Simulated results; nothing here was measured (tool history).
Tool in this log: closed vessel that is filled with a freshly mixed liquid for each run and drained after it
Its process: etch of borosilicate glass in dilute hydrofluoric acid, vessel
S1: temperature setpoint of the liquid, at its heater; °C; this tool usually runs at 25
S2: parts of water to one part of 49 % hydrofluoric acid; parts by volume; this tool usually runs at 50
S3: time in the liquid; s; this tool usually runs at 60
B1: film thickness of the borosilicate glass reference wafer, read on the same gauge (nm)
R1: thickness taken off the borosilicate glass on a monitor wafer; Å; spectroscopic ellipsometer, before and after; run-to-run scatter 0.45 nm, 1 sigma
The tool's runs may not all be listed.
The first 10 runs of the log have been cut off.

| run | hour | S1 | S2 | S3 | B1 | R1 |
|---|---|---|---|---|---|---|
| 11 | 337.1 | 25 | 50 | 60 | 60.01 | 514.5 |
| 12 | 351.6 | 25 | 50 | 60 | 60 | 512.4 |
| 13 | 371.1 | 25 | 50 | 60 | 60 | 514.2 |
| 14 | 388 | 25 | 50 | 60 | 60.01 | 510.3 |
| 15 | 406.1 | 27 | 60 | 30 | 60.02 | 234.7 |
| 16 | 429.2 | 28 | 25 | 75 | 60 | 1524.9 |
| 17 | 461.8 | 25 | 50 | 60 | 59.99 | 519.1 |
| 18 | 479.9 | 29 | 60 | 80 | 60.03 | 668.9 |
| 19 | 502.4 | 22.5 | 40 | 85 | 60.01 | 833.7 |
| 20 | 535.6 | 22.5 | 35 | 35 | 59.98 | 395.7 |
|  | 564.4 | thermometer replaced |
| 21 | 565.1 | 25 | 50 | 90 | 59.99 | 695.2 |
|  | 570.7 | hydrofluoric acid flow meter replaced |
|  | 586.3 | gauge calibrated |
| 22 | 599.3 | 25 | 50 | 40 | 59.99 | 313 |
| 23 | 631.9 | 25 | 50 | 85 | 59.98 | 671.9 |
| 24 | 648.9 | 25 | 70 | 60 | 59.98 | 327.6 |
| 25 | 679.2 | 25 | 35 | 30 | 60.02 | 338.9 |
| 26 | 693 | 25 | 70 | 95 | 60.01 | 529.1 |

Estimate the outcome of run 27 from the log above:
| 27 | 715 | 25 | 50 | 60 | ? | ? |

Run 27 yielded B1 60.02, R1 465.6 Å.
Without the tool's hidden state the same run would have given R1 458.4 Å.
